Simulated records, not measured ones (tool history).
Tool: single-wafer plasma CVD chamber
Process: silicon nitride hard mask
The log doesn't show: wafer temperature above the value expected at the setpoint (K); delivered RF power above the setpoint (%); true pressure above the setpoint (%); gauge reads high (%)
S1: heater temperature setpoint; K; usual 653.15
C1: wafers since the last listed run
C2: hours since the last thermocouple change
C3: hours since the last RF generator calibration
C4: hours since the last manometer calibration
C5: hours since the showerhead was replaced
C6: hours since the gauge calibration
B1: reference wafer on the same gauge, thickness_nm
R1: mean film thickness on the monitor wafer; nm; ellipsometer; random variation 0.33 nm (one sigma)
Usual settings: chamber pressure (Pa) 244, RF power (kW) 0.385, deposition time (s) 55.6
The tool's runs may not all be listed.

{"run": 1, "hour": 0.0, "S1": 656.15, "chamber pressure (Pa)": 244, "RF power (kW)": 0.385, "deposition time (s)": 58.6, "C1": 0, "C2": 768.9, "C3": 543.3, "C4": 4.4, "C5": 104.0, "C6": 2494.0, "B1": 64.235, "R1": 76.897}
{"run": 2, "hour": 81.9, "S1": 653.15, "chamber pressure (Pa)": 244, "RF power (kW)": 0.385, "deposition time (s)": 55.6, "C1": 2055, "C2": 850.8, "C3": 625.2, "C4": 86.3, "C5": 185.9, "C6": 2575.9, "B1": 64.238, "R1": 72.839}
{"run": 3, "hour": 133.8, "S1": 653.15, "chamber pressure (Pa)": 244, "RF power (kW)": 0.385, "deposition time (s)": 55.6, "C1": 1302, "C2": 902.7, "C3": 677.1, "C4": 138.2, "C5": 237.8, "C6": 2627.8, "B1": 64.144, "R1": 72.966}
{"run": 4, "hour": 182.0, "S1": 653.15, "chamber pressure (Pa)": 244, "RF power (kW)": 0.385, "deposition time (s)": 50.6, "C1": 1209, "C2": 950.9, "C3": 725.3, "C4": 186.4, "C5": 286.0, "C6": 2676.0, "B1": 64.198, "R1": 66.701}
{"run": 5, "hour": 267.5, "S1": 653.15, "chamber pressure (Pa)": 244, "RF power (kW)": 0.385, "deposition time (s)": 50.6, "C1": 2146, "C2": 1036.4, "C3": 810.8, "C4": 271.9, "C5": 371.5, "C6": 2761.5, "B1": 64.154, "R1": 66.474}
{"run": 6, "hour": 316.9, "S1": 653.15, "chamber pressure (Pa)": 244, "RF power (kW)": 0.385, "deposition time (s)": 50.6, "C1": 1239, "C2": 1085.8, "C3": 860.2, "C4": 321.3, "C5": 420.9, "C6": 2810.9, "B1": 64.24, "R1": 66.078}
{"hour": 377.0, "done": "RF generator calibrated"}
{"run": 7, "hour": 408.4, "S1": 653.15, "chamber pressure (Pa)": 244, "RF power (kW)": 0.385, "deposition time (s)": 55.6, "C1": 2095, "C2": 1177.3, "C3": 31.4, "C4": 412.8, "C5": 512.4, "C6": 2902.4, "B1": 64.196, "R1": 72.517}
{"run": 8, "hour": 451.9, "S1": 653.15, "chamber pressure (Pa)": 244, "RF power (kW)": 0.385, "deposition time (s)": 55.6, "C1": 1091, "C2": 1220.8, "C3": 74.9, "C4": 456.3, "C5": 555.9, "C6": 2945.9, "B1": 64.167, "R1": 72.9}
{"run": 9, "hour": 552.5, "S1": 653.15, "chamber pressure (Pa)": 213, "RF power (kW)": 0.45, "deposition time (s)": 55.6, "C1": 2525, "C2": 1321.4, "C3": 175.5, "C4": 556.9, "C5": 656.5, "C6": 3046.5, "B1": 64.143, "R1": 81.087}
{"hour": 634.2, "done": "thermocouple changed; heater temperature recalibrated"}
{"run": 10, "hour": 634.7, "S1": 649.15, "chamber pressure (Pa)": 264, "RF power (kW)": 0.385, "deposition time (s)": 55.6, "C1": 1862, "C2": 0.5, "C3": 257.7, "C4": 639.1, "C5": 738.7, "C6": 3128.7, "B1": 64.194, "R1": 73.571}
{"run": 11, "hour": 730.8, "S1": 653.15, "chamber pressure (Pa)": 244, "RF power (kW)": 0.385, "deposition time (s)": 55.6, "C1": 2412, "C2": 96.6, "C3": 353.8, "C4": 735.2, "C5": 834.8, "C6": 3224.8, "B1": 64.185, "R1": 72.55}
{"run": 12, "hour": 792.3, "S1": 653.15, "chamber pressure (Pa)": 244, "RF power (kW)": 0.385, "deposition time (s)": 66.4, "C1": 1543, "C2": 158.1, "C3": 415.3, "C4": 796.7, "C5": 896.3, "C6": 3286.3, "B1": 64.218, "R1": 85.803}
{"run": 13, "hour": 892.0, "S1": 663.15, "chamber pressure (Pa)": 199, "RF power (kW)": 0.355, "deposition time (s)": 55.6, "C1": 2502, "C2": 257.8, "C3": 515.0, "C4": 896.4, "C5": 996.0, "C6": 3386.0, "B1": 64.165, "R1": 63.332}
{"hour": 950.6, "done": "capacitance manometer re-zeroed and calibrated"}
{"run": 14, "hour": 961.1, "S1": 665.15, "chamber pressure (Pa)": 283, "RF power (kW)": 0.385, "deposition time (s)": 55.6, "C1": 1533, "C2": 326.9, "C3": 584.1, "C4": 10.5, "C5": 1065.1, "C6": 3455.1, "B1": 64.152, "R1": 74.491}
{"run": 15, "hour": 1038.3, "S1": 653.15, "chamber pressure (Pa)": 244, "RF power (kW)": 0.385, "deposition time (s)": 55.6, "C1": 1937, "C2": 404.1, "C3": 661.3, "C4": 87.7, "C5": 1142.3, "C6": 3532.3, "B1": 64.197, "R1": 72.434}
{"run": 16, "hour": 1087.8, "S1": 645.15, "chamber pressure (Pa)": 217, "RF power (kW)": 0.385, "deposition time (s)": 55.6, "C1": 1242, "C2": 453.6, "C3": 710.8, "C4": 137.2, "C5": 1191.8, "C6": 3581.8, "B1": 64.092, "R1": 71.068}
{"hour": 1259.7, "done": "RF generator calibrated"}
{"hour": 1262.8, "done": "gauge calibrated"}
{"run": 17, "hour": 1277.7, "S1": 653.15, "chamber pressure (Pa)": 297, "RF power (kW)": 0.31, "deposition time (s)": 55.6, "C1": 4565, "C2": 643.5, "C3": 18.0, "C4": 327.1, "C5": 1381.7, "C6": 14.9, "B1": 64.185, "R1": 59.371}
{"run": 18, "hour": 1559.0, "S1": 653.15, "chamber pressure (Pa)": 303, "RF power (kW)": 0.455, "deposition time (s)": 55.6, "C1": 7060, "C2": 924.8, "C3": 299.3, "C4": 608.4, "C5": 1663.0, "C6": 296.2, "B1": 64.217, "R1": 86.926}
{"run": 19, "hour": 1639.1, "S1": 660.15, "chamber pressure (Pa)": 299, "RF power (kW)": 0.35, "deposition time (s)": 66.2, "C1": 2010, "C2": 1004.9, "C3": 379.4, "C4": 688.5, "C5": 1743.1, "C6": 376.3, "B1": 64.237, "R1": 80.95}
{"run": 20, "hour": 1684.6, "S1": 653.15, "chamber pressure (Pa)": 244, "RF power (kW)": 0.32, "deposition time (s)": 52.5, "C1": 1142, "C2": 1050.4, "C3": 424.9, "C4": 734.0, "C5": 1788.6, "C6": 421.8, "B1": 64.205, "R1": 55.988}
{"run": 21, "hour": 1764.4, "S1": 653.15, "chamber pressure (Pa)": 244, "RF power (kW)": 0.32, "deposition time (s)": 58.8, "C1": 2003, "C2": 1130.2, "C3": 504.7, "C4": 813.8, "C5": 1868.4, "C6": 501.6, "B1": 64.197, "R1": 62.233}
{"run": 22, "hour": 1859.3, "S1": 665.15, "chamber pressure (Pa)": 244, "RF power (kW)": 0.32, "deposition time (s)": 55.6, "C1": 2382, "C2": 1225.1, "C3": 599.6, "C4": 908.7, "C5": 1963.3, "C6": 596.5, "B1": 64.231, "R1": 58.703}
{"run": 23, "hour": 1942.3, "S1": 653.15, "chamber pressure (Pa)": 244, "RF power (kW)": 0.455, "deposition time (s)": 50.4, "C1": 2083, "C2": 1308.1, "C3": 682.6, "C4": 991.7, "C5": 2046.3, "C6": 679.5, "B1": 64.129, "R1": 74.747}
{"run": 24, "hour": 2033.9, "S1": 645.15, "chamber pressure (Pa)": 287, "RF power (kW)": 0.42, "deposition time (s)": 58.4, "C1": 2299, "C2": 1399.7, "C3": 774.2, "C4": 1083.3, "C5": 2137.9, "C6": 771.1, "B1": 64.098, "R1": 84.649}
{"hour": 2042.5, "done": "capacitance manometer re-zeroed and calibrated"}
{"hour": 2191.3, "done": "RF generator calibrated"}
{"run": 25, "hour": 2241.1, "S1": 653.15, "chamber pressure (Pa)": 244, "RF power (kW)": 0.385, "deposition time (s)": 55.6, "C1": 4799, "C2": 1606.9, "C3": 49.8, "C4": 198.6, "C5": 2345.1, "C6": 978.3, "B1": 64.262, "R1": 72.708}
{"hour": 2270.4, "done": "thermocouple changed; heater temperature recalibrated"}
{"run": 26, "hour": 2322.8, "S1": 653.15, "chamber pressure (Pa)": 295, "RF power (kW)": 0.385, "deposition time (s)": 55.6, "C1": 1849, "C2": 52.4, "C3": 131.5, "C4": 280.3, "C5": 2426.8, "C6": 1060.0, "B1": 64.181, "R1": 75.222}
{"run": 27, "hour": 2402.6, "S1": 653.15, "chamber pressure (Pa)": 216, "RF power (kW)": 0.415, "deposition time (s)": 55.6, "C1": 2003, "C2": 132.2, "C3": 211.3, "C4": 360.1, "C5": 2506.6, "C6": 1139.8, "B1": 64.229, "R1": 75.743}
{"run": 28, "hour": 2459.0, "S1": 660.15, "chamber pressure (Pa)": 299, "RF power (kW)": 0.35, "deposition time (s)": 66.2, "C1": 1415, "C2": 188.6, "C3": 267.7, "C4": 416.5, "C5": 2563.0, "C6": 1196.2, "B1": 64.159, "R1": 81.196}
{"run": 29, "hour": 2523.3, "S1": 653.15, "chamber pressure (Pa)": 273, "RF power (kW)": 0.385, "deposition time (s)": 61.6, "C1": 1614, "C2": 252.9, "C3": 332.0, "C4": 480.8, "C5": 2627.3, "C6": 1260.5, "B1": 64.214, "R1": 81.828}

3 ways to go on from here, each from the tool as it stands after run 29. What would each give?
{"run": "A", "hour": 2523.7, "S1": 653.15, "chamber pressure (Pa)": 244, "RF power (kW)": 0.385, "deposition time (s)": 55.6, "C1": 10, "C2": 253.3, "C3": 332.4, "C4": 481.2, "C5": 2627.7, "C6": 1260.9, "B1": "?", "R1": "?"}
{"run": "B", "hour": 2523.7, "S1": 653.15, "chamber pressure (Pa)": 200, "RF power (kW)": 0.325, "deposition time (s)": 44.8, "C1": 10, "C2": 253.3, "C3": 332.4, "C4": 481.2, "C5": 2627.7, "C6": 1260.9, "B1": "?", "R1": "?"}
{"run": "C", "hour": 2523.7, "S1": 653.15, "chamber pressure (Pa)": 244, "RF power (kW)": 0.385, "deposition time (s)": 44.5, "C1": 10, "C2": 253.3, "C3": 332.4, "C4": 481.2, "C5": 2627.7, "C6": 1260.9, "B1": "?", "R1": "?"}

run=A B1=64.311 R1=73.070
run=B B1=64.311 R1=47.399
run=C B1=64.311 R1=58.507
Without the tool's hidden state the same runs would have given:
run=A R1=73.499
run=B R1=47.688
run=C R1=58.850
